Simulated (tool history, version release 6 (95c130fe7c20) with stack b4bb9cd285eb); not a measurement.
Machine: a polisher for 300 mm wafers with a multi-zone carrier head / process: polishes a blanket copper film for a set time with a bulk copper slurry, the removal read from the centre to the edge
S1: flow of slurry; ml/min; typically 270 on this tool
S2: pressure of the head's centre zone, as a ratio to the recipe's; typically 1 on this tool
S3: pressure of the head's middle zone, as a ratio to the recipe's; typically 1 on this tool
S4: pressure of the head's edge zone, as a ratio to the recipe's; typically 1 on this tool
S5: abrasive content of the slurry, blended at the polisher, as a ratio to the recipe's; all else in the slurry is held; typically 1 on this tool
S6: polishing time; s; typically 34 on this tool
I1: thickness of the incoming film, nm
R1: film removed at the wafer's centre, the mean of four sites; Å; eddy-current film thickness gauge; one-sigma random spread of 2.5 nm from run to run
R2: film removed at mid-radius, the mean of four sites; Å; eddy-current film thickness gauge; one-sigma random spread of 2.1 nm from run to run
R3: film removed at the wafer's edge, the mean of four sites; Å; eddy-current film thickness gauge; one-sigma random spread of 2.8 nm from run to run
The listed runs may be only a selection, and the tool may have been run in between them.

| run | hour | S1 | S2 | S3 | S4 | S5 | S6 | I1 | R1 | R2 | R3 |
|---|---|---|---|---|---|---|---|---|---|---|---|
| 1 | 0 | 270 | 1 | 1 | 1 | 1 | 34 | 3371.3 | 2331 | 2441 | 2430 |
| 2 | 13.2 | 270 | 1 | 1 | 1 | 1 | 34 | 3316 | 2295 | 2403 | 2379 |
|  | 20.6 | worn pad replaced by a new one |
| 3 | 28.9 | 270 | 1 | 1 | 1 | 1 | 34 | 3283.4 | 2343 | 2469 | 2411 |
| 4 | 37.9 | 270 | 1 | 1 | 1 | 1 | 34 | 3315.6 | 2361 | 2406 | 2425 |
| 5 | 44.8 | 270 | 1 | 0.92 | 1 | 1 | 34 | 3369 | 2283 | 2279 | 2431 |
|  | 61.9 | carrier head's membrane replaced by a new one |
|  | 62.2 | slurry nozzle cleaned |
| 6 | 62.7 | 270 | 1 | 0.92 | 1 | 1 | 34 | 3353.6 | 2328 | 2284 | 2400 |
| 7 | 68.4 | 270 | 1 | 1 | 0.93 | 1 | 34 | 3336.9 | 2296 | 2454 | 2346 |
| 8 | 80.4 | 270 | 1 | 1 | 1 | 1 | 34 | 3301.5 | 2284 | 2447 | 2432 |
| 9 | 96.3 | 270 | 1 | 1 | 1 | 1 | 34 | 3311.3 | 2214 | 2436 | 2430 |
| 10 | 105.4 | 270 | 1.12 | 1 | 0.9 | 1 | 34 | 3373.7 | 2442 | 2441 | 2282 |
|  | 110.2 | worn pad replaced by a new one |
|  | 115.1 | edge zone pressure recalibrated |
| 11 | 115.6 | 270 | 1 | 1 | 1 | 1 | 34 | 3303.9 | 2312 | 2425 | 2480 |
| 12 | 127.6 | 270 | 1 | 1 | 1 | 1 | 34 | 3321.4 | 2318 | 2473 | 2392 |
| 13 | 143.6 | 305 | 1 | 1 | 1 | 1 | 34 | 3349.9 | 2291 | 2482 | 2401 |
| 14 | 156 | 270 | 1 | 1 | 1 | 0.75 | 34 | 3364.7 | 2068 | 2248 | 2188 |
|  | 162.1 | centre zone pressure recalibrated |
| 15 | 172.6 | 270 | 1.04 | 1.05 | 0.92 | 1 | 44 | 3366.7 | 3153 | 3239 | 3010 |
| 16 | 181.1 | 300 | 0.89 | 0.95 | 1 | 1 | 26 | 3355.9 | 1675 | 1797 | 1901 |
| 17 | 190 | 220 | 1 | 1 | 1 | 1.15 | 39 | 3343.4 | 2693 | 2871 | 2803 |
|  | 198.7 | worn pad replaced by a new one |
| 18 | 199.2 | 270 | 1.09 | 1 | 1 | 0.75 | 43 | 3348.4 | 2953 | 2852 | 2802 |
| 19 | 215.5 | 270 | 1 | 1 | 1.04 | 1 | 34 | 3337.2 | 2344 | 2474 | 2473 |
| 20 | 229.3 | 350 | 1.1 | 1 | 1 | 0.85 | 34 | 3353.5 | 2423 | 2414 | 2324 |

Below are 5 alternative next runs, each starting from the tool's condition after run 20. Predict each:
| A | 229.7 | 270 | 1 | 1 | 1 | 0.85 | 34 | 3362.6 | ? | ? | ? |
| B | 229.7 | 270 | 1 | 1 | 1 | 1.3 | 34 | 3362.6 | ? | ? | ? |
| C | 229.7 | 270 | 1 | 1.03 | 0.89 | 1 | 30 | 3362.6 | ? | ? | ? |
| D | 229.7 | 270 | 1 | 0.93 | 1.03 | 1 | 34 | 3362.6 | ? | ? | ? |
| E | 229.7 | 270 | 0.9 | 1 | 1 | 1 | 38 | 3362.6 | ? | ? | ? |

| run | R1 | R2 | R3 |
|---|---|---|---|
| A | 2240 | 2361 | 2362 |
| B | 2489 | 2624 | 2625 |
| C | 2058 | 2222 | 2054 |
| D | 2331 | 2320 | 2497 |
| E | 2436 | 2748 | 2749 |
The same runs, with their run-to-run variation unchanged, on a tool lacking any hidden condition would have given:
| run | R1 | R2 | R3 |
|---|---|---|---|
| A | 2272 | 2361 | 2362 |
| B | 2525 | 2624 | 2625 |
| C | 2088 | 2222 | 2054 |
| D | 2365 | 2319 | 2497 |
| E | 2471 | 2748 | 2749 |

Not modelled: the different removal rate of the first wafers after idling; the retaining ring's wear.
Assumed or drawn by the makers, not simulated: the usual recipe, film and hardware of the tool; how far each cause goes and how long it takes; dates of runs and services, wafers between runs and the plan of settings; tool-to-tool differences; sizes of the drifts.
